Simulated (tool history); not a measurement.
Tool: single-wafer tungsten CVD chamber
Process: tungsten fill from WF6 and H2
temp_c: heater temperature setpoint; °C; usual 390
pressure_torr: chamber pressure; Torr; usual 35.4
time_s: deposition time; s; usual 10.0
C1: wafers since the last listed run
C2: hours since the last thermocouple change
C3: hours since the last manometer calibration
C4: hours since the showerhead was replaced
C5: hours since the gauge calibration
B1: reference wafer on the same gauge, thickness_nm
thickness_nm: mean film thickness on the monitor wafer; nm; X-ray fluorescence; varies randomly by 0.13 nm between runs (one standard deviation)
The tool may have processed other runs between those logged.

Run 1, hour 0.0: usual settings; C1 0; C2 955.1; C3 37.6; C4 6616.0; C5 486.2; B1 25.047. Result: thickness_nm 24.494 nm.
Run 2, hour 82.8: usual settings; C1 1438; C2 1037.9; C3 120.4; C4 6698.8; C5 569.0; B1 25.027. Result: thickness_nm 24.799 nm.
At hour 105.9: thermocouple changed; heater temperature recalibrated.
Run 3, hour 190.5: usual settings but pressure_torr 30.7 Torr; C1 1732; C2 84.6; C3 228.1; C4 6806.5; C5 676.7; B1 25.075. Result: thickness_nm 23.348 nm.
Run 4, hour 258.0: usual settings but pressure_torr 30.7 Torr; C1 1172; C2 152.1; C3 295.6; C4 6874.0; C5 744.2; B1 25.065. Result: thickness_nm 23.529 nm.
Run 5, hour 338.7: usual settings; C1 1402; C2 232.8; C3 376.3; C4 6954.7; C5 824.9; B1 25.109. Result: thickness_nm 24.470 nm.
Run 6, hour 381.8: usual settings; C1 748; C2 275.9; C3 419.4; C4 6997.8; C5 868.0; B1 25.106. Result: thickness_nm 24.682 nm.
Run 7, hour 672.6: usual settings; C1 5052; C2 566.7; C3 710.2; C4 7288.6; C5 1158.8; B1 25.119. Result: thickness_nm 24.314 nm.
Run 8, hour 766.7: usual settings; C1 1634; C2 660.8; C3 804.3; C4 7382.7; C5 1252.9; B1 25.107. Result: thickness_nm 24.351 nm.
Run 9, hour 843.0: usual settings; C1 1325; C2 737.1; C3 880.6; C4 7459.0; C5 1329.2; B1 25.084. Result: thickness_nm 24.336 nm.
Run 10, hour 913.9: usual settings; C1 1231; C2 808.0; C3 951.5; C4 7529.9; C5 1400.1; B1 25.087. Result: thickness_nm 24.340 nm.
Run 11, hour 987.0: usual settings but temp_c 399 °C, pressure_torr 43.6 Torr, time_s 8.6 s; C1 1270; C2 881.1; C3 1024.6; C4 7603.0; C5 1473.2; B1 25.145. Result: thickness_nm 26.636 nm.
At hour 1034.9: showerhead replaced.
At hour 1035.4: thermocouple changed; heater temperature recalibrated.
At hour 1070.1: gauge calibrated.
Run 12, hour 1077.6: usual settings but temp_c 402 °C, pressure_torr 40.7 Torr, time_s 11.1 s; C1 1426; C2 42.2; C3 1115.2; C4 42.7; C5 7.5; B1 25.078. Result: thickness_nm 35.552 nm.
Run 13, hour 1117.9: usual settings; C1 700; C2 82.5; C3 1155.5; C4 83.0; C5 47.8; B1 25.127. Result: thickness_nm 23.957 nm.
At hour 1169.5: capacitance manometer re-zeroed and calibrated.
Run 14, hour 1180.2: usual settings; C1 943; C2 144.8; C3 10.7; C4 145.3; C5 110.1; B1 25.162. Result: thickness_nm 24.534 nm.
Run 15, hour 1222.2: usual settings but temp_c 382 °C, time_s 11.8 s; C1 729; C2 186.8; C3 52.7; C4 187.3; C5 152.1; B1 25.079. Result: thickness_nm 24.745 nm.
Run 16, hour 1309.4: usual settings but temp_c 402 °C, pressure_torr 43.9 Torr, time_s 11.9 s; C1 1515; C2 274.0; C3 139.9; C4 274.5; C5 239.3; B1 25.107. Result: thickness_nm 39.513 nm.
Run 17, hour 1413.9: usual settings but temp_c 382 °C, time_s 8.8 s; C1 1815; C2 378.5; C3 244.4; C4 379.0; C5 343.8; B1 25.129. Result: thickness_nm 18.414 nm.
Run 18, hour 1456.6: usual settings but time_s 8.2 s; C1 741; C2 421.2; C3 287.1; C4 421.7; C5 386.5; B1 25.044. Result: thickness_nm 20.161 nm.
Run 19, hour 1532.5: usual settings; C1 1318; C2 497.1; C3 363.0; C4 497.6; C5 462.4; B1 25.093. Result: thickness_nm 24.464 nm.
Run 20, hour 1581.9: usual settings but pressure_torr 42.1 Torr, time_s 9.4 s; C1 858; C2 546.5; C3 412.4; C4 547.0; C5 511.8; B1 25.108. Result: thickness_nm 24.448 nm.
Run 21, hour 1672.8: usual settings; C1 1579; C2 637.4; C3 503.3; C4 637.9; C5 602.7; B1 25.054. Result: thickness_nm 24.623 nm.

4 ways to go on from here, each from the tool as it stands after run 21. What would each give?
Run A, hour 1673.2: usual settings; C1 6; C2 637.8; C3 503.7; C4 638.3; C5 603.1; B1 ?. Result: thickness_nm ?.
Run B, hour 1673.2: usual settings but temp_c 403 °C, pressure_torr 41.7 Torr, time_s 10.5 s; C1 6; C2 637.8; C3 503.7; C4 638.3; C5 603.1; B1 ?. Result: thickness_nm ?.
Run C, hour 1673.2: usual settings but temp_c 395 °C; C1 6; C2 637.8; C3 503.7; C4 638.3; C5 603.1; B1 ?. Result: thickness_nm ?.
Run D, hour 1673.2: usual settings but pressure_torr 43.0 Torr; C1 6; C2 637.8; C3 503.7; C4 638.3; C5 603.1; B1 ?. Result: thickness_nm ?.

run      B1  thickness_nm
  A  25.092        24.320
  B  25.092        34.478
  C  25.092        26.807
  D  25.092        25.880
Without the tool's hidden state the same runs would have given:
run  thickness_nm
  A        24.427
  B        34.627
  C        26.925
  D        25.992
